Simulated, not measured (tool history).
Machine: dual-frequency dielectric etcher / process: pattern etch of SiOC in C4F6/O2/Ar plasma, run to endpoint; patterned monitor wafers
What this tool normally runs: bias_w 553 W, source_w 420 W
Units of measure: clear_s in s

run,hour,bias_w,source_w,"incoming incoming film thickness, nm",clear_s
1,0,553,420,27.64,9.4
2,9.7,553,420,27.29,9.3
3,18.1,553,420,27.3,9.1
4,29,553,420,27.96,9.5
5,40,553,420,27.99,9.5
6,51,553,420,27.51,9.5
7,60.2,553,420,27.55,9.4
8,93.2,553,420,27.47,9.5
9,102.2,553,490,27.63,9.1
10,113.4,553,420,27.46,9.4
11,129.4,553,420,27.78,9.6
12,136.5,553,420,27.69,9.7
13,189,650,420,27.19,8.8
14,203.4,553,460,27.49,9.4
15,221.2,553,420,27.6,9.7
16,228,553,420,27.61,9.7
# hour 234.8: bias power generator calibrated
17,245,447,420,27.72,10.7
18,255.4,553,490,27.77,9.4
19,263.6,553,420,27.53,9.5
20,273.9,628,380,27.82,9.6
21,284.2,553,420,27.57,9.7
22,300.7,553,470,27.83,9.6
23,306.9,635,470,27.55,8.9
24,318.5,603,370,27.94,9.9
# hour 323.9: source power generator calibrated
25,325,553,420,27.63,9.9
# hour 356.5: upper electrode replaced
# hour 375.7: wet clean of the chamber
26,376.2,553,420,27.64,9.2
27,376.5,505,350,27.51,10.2
28,376.8,596,380,27.44,9.2
29,382.1,553,420,27.3,9.2
30,391.8,604,340,27.47,9.3
31,404.9,502,460,27.71,9.4
32,421.1,553,520,27.57,8.6
33,436.8,472,420,27.74,10
34,448.5,427,340,27.86,10.9
35,478.1,553,420,27.42,9.3

Below are 3 alternative next runs, each starting from the tool's condition after run 35. Predict each:
A,478.5,553,370,27.47,?
B,478.5,659,510,27.47,?
C,478.5,553,360,27.47,?

run,clear_s
A,9.7
B,8.1
C,9.8
Without the tool's hidden state the same runs would have given:
run,clear_s
A,9.6
B,8
C,9.6

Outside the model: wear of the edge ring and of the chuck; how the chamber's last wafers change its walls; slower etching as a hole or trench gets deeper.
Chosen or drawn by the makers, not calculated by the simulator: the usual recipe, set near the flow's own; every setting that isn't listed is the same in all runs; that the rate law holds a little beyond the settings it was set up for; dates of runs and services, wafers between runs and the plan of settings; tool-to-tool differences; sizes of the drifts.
